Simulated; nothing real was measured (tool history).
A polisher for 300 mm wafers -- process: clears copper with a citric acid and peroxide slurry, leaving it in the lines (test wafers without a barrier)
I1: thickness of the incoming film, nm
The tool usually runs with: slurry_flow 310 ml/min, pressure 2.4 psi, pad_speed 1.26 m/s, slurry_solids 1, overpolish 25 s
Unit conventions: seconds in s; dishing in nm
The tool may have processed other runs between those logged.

run 1 hour=0 | slurry_flow=390 pressure=2.9 pad_speed=1.26 slurry_solids=1 overpolish=25 | I1=364.3 | seconds=149.6 dishing=30.9
run 2 hour=8.2 | slurry_flow=390 pressure=2.9 pad_speed=1.26 slurry_solids=1 overpolish=25 | I1=368.5 | seconds=154 dishing=31
run 3 hour=24.7 | slurry_flow=310 pressure=2.4 pad_speed=1.26 slurry_solids=1 overpolish=31 | I1=364.1 | seconds=182.7 dishing=31.2
run 4 hour=42.1 | slurry_flow=310 pressure=2.4 pad_speed=1.26 slurry_solids=1 overpolish=25 | I1=364.8 | seconds=183.1 dishing=26.3
run 5 hour=49.6 | slurry_flow=310 pressure=2.4 pad_speed=1.26 slurry_solids=1 overpolish=25 | I1=368 | seconds=186.9 dishing=27.8
run 6 hour=57.6 | slurry_flow=310 pressure=2.4 pad_speed=1.26 slurry_solids=1 overpolish=25 | I1=363.2 | seconds=183.6 dishing=28
run 7 hour=63.6 | slurry_flow=310 pressure=2.4 pad_speed=1.26 slurry_solids=1 overpolish=25 | I1=359.2 | seconds=180.5 dishing=28.4
run 8 hour=70.9 | slurry_flow=310 pressure=2.4 pad_speed=1.26 slurry_solids=1.15 overpolish=36 | I1=364.2 | seconds=181.2 dishing=32.6
run 9 hour=86.4 | slurry_flow=310 pressure=2.2 pad_speed=1.26 slurry_solids=1 overpolish=25 | I1=363.1 | seconds=201.9 dishing=27
run 10 hour=93.2 | slurry_flow=245 pressure=3.1 pad_speed=1.26 slurry_solids=1 overpolish=25 | I1=368.2 | seconds=149.6 dishing=32.3
-- hour=106 worn pad replaced by a new one
run 11 hour=108.1 | slurry_flow=310 pressure=1.9 pad_speed=1.26 slurry_solids=1.25 overpolish=25 | I1=368 | seconds=224.4 dishing=23.2
run 12 hour=119.4 | slurry_flow=365 pressure=2.8 pad_speed=1.6 slurry_solids=1 overpolish=19 | I1=365.5 | seconds=135.4 dishing=27.9
-- hour=129.2 head pressure recalibrated
run 13 hour=135.3 | slurry_flow=250 pressure=2.9 pad_speed=0.98 slurry_solids=0.75 overpolish=25 | I1=367.1 | seconds=201.4 dishing=26.5
-- hour=142.8 slurry nozzle cleaned
run 14 hour=143.8 | slurry_flow=310 pressure=2.4 pad_speed=1.26 slurry_solids=1 overpolish=25 | I1=364.8 | seconds=189.1 dishing=27.4
-- hour=146.2 slurry blender recalibrated
run 15 hour=181.1 | slurry_flow=310 pressure=2.4 pad_speed=0.92 slurry_solids=0.8 overpolish=25 | I1=367.7 | seconds=233.3 dishing=23.7
run 16 hour=189.6 | slurry_flow=310 pressure=2.4 pad_speed=1.7 slurry_solids=0.8 overpolish=14 | I1=362 | seconds=149.3 dishing=20.6
run 17 hour=198 | slurry_flow=250 pressure=3.1 pad_speed=1.54 slurry_solids=1 overpolish=31 | I1=368.7 | seconds=126 dishing=38.5
run 18 hour=205 | slurry_flow=310 pressure=2.4 pad_speed=1.4 slurry_solids=0.85 overpolish=25 | I1=372.7 | seconds=178 dishing=29.6
run 19 hour=214.2 | slurry_flow=310 pressure=2.4 pad_speed=1.14 slurry_solids=0.75 overpolish=25 | I1=360.4 | seconds=201.9 dishing=25.4
-- hour=221.2 worn pad replaced by a new one
run 20 hour=224.7 | slurry_flow=310 pressure=2.4 pad_speed=1.26 slurry_solids=1.15 overpolish=36 | I1=364.1 | seconds=174.1 dishing=34.5
run 21 hour=233 | slurry_flow=310 pressure=2.4 pad_speed=1.26 slurry_solids=1 overpolish=25 | I1=370.9 | seconds=183.2 dishing=27.9
run 22 hour=239.8 | slurry_flow=310 pressure=2.9 pad_speed=1.26 slurry_solids=1 overpolish=25 | I1=364 | seconds=151.4 dishing=29.7
run 23 hour=246.7 | slurry_flow=310 pressure=2.4 pad_speed=1.26 slurry_solids=1 overpolish=25 | I1=370.8 | seconds=187.1 dishing=27.7
run 24 hour=257.2 | slurry_flow=310 pressure=3.1 pad_speed=1.26 slurry_solids=0.8 overpolish=16 | I1=369 | seconds=151.3 dishing=23.4
run 25 hour=264.2 | slurry_flow=270 pressure=2.4 pad_speed=1.64 slurry_solids=1 overpolish=25 | I1=361.6 | seconds=147.7 dishing=30.4
run 26 hour=275.5 | slurry_flow=310 pressure=2.4 pad_speed=1.26 slurry_solids=0.85 overpolish=25 | I1=368.8 | seconds=188 dishing=28
run 27 hour=294.6 | slurry_flow=270 pressure=2.4 pad_speed=1.26 slurry_solids=1 overpolish=25 | I1=372.1 | seconds=190 dishing=28.2
run 28 hour=311 | slurry_flow=310 pressure=2.4 pad_speed=1.26 slurry_solids=1 overpolish=25 | I1=360.2 | seconds=180.5 dishing=27.2
run 29 hour=325.3 | slurry_flow=310 pressure=3 pad_speed=1.38 slurry_solids=1 overpolish=13 | I1=366.8 | seconds=139.2 dishing=20.9

Had the tool no unlogged condition, and each run kept its random variation, what would the results have been?
Hidden conditions of the tool in this case: removal rate lost through wear of the pad, %; slurry flow missing at the pad, %; deviation of the head's pressure from its setpoint, %; abrasive missing from the slurry, %.
run=1 seconds=146.4 dishing=31.3
run=2 seconds=150.6 dishing=31.4
run=3 seconds=178 dishing=31.7
run=4 seconds=177.6 dishing=26.8
run=5 seconds=181 dishing=28.4
run=6 seconds=177.5 dishing=28.6
run=7 seconds=174.2 dishing=29
run=8 seconds=174.4 dishing=33.3
run=9 seconds=193.6 dishing=27.8
run=10 seconds=143.2 dishing=33.1
run=11 seconds=213.5 dishing=24.1
run=12 seconds=128.5 dishing=28.9
run=13 seconds=190.3 dishing=27.5
run=14 seconds=177.8 dishing=28.5
run=15 seconds=230.6 dishing=23.9
run=16 seconds=147.5 dishing=20.7
run=17 seconds=124.4 dishing=38.8
run=18 seconds=175.7 dishing=29.8
run=19 seconds=199.2 dishing=25.6
run=20 seconds=171.5 dishing=34.7
run=21 seconds=180.5 dishing=28.2
run=22 seconds=149 dishing=30
run=23 seconds=184 dishing=28
run=24 seconds=148.7 dishing=23.7
run=25 seconds=145 dishing=30.7
run=26 seconds=184.4 dishing=28.4
run=27 seconds=185.8 dishing=28.6
run=28 seconds=176.1 dishing=27.6
run=29 seconds=135.4 dishing=21.4
